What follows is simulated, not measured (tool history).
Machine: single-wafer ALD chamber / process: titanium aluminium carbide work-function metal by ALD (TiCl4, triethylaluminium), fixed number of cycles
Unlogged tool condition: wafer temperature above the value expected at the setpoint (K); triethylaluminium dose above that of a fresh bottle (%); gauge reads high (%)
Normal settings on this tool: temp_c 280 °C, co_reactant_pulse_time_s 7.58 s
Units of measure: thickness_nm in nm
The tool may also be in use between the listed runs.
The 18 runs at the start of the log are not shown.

run    hour  temp_c  co_reactant_pulse_time_s  wafers since the last listed run  hours since the last thermocouple change  hours since the last triethylaluminium bottle change  hours since the showerhead was replaced  hours since the gauge calibration  read-back reference wafer on the same gauge, thickness_nm  thickness_nm
 19  1144.4     280                      9.04                               796                                     737.4                                                1233.8                                    269.1                              240.7                                                      1.828         1.938
 20  1250.8     274                      8.78                              1089                                     843.8                                                1340.2                                    375.5                              347.1                                                      1.830         1.885
     1287.1  -- triethylaluminium bottle replaced
 21  1356.3     280                      9.51                               998                                     949.3                                                  69.2                                    481.0                              452.6                                                      1.831         1.973
 22  1581.3     271                      5.37                              2304                                    1174.3                                                 294.2                                    706.0                              677.6                                                      1.829         1.455
 23  1684.9     280                      7.58                              1061                                    1277.9                                                 397.8                                    809.6                              781.2                                                      1.827         1.892
     1769.4  -- thermocouple changed; heater temperature recalibrated
 24  1809.7     280                      8.57                              1196                                      40.3                                                 522.6                                    934.4                              906.0                                                      1.830         1.893
 25  1862.0     280                      5.42                               535                                      92.6                                                 574.9                                    986.7                              958.3                                                      1.830         1.514
 26  1950.1     280                      7.58                               902                                     180.7                                                 663.0                                   1074.8                             1046.4                                                      1.831         1.832
 27  2040.4     269                      9.79                               924                                     271.0                                                 753.3                                   1165.1                             1136.7                                                      1.830         1.825

For run 28, what comes out?
 28  2078.8     287                      5.31                               393                                     309.4                                                 791.7                                   1203.5                             1175.1                                                          ?             ?

{"run 28": {"read-back reference wafer on the same gauge, thickness_nm": 1.828, "thickness_nm": 1.533}}
The same run, on a tool lacking any hidden state, would have yielded thickness_nm 1.536 nm.

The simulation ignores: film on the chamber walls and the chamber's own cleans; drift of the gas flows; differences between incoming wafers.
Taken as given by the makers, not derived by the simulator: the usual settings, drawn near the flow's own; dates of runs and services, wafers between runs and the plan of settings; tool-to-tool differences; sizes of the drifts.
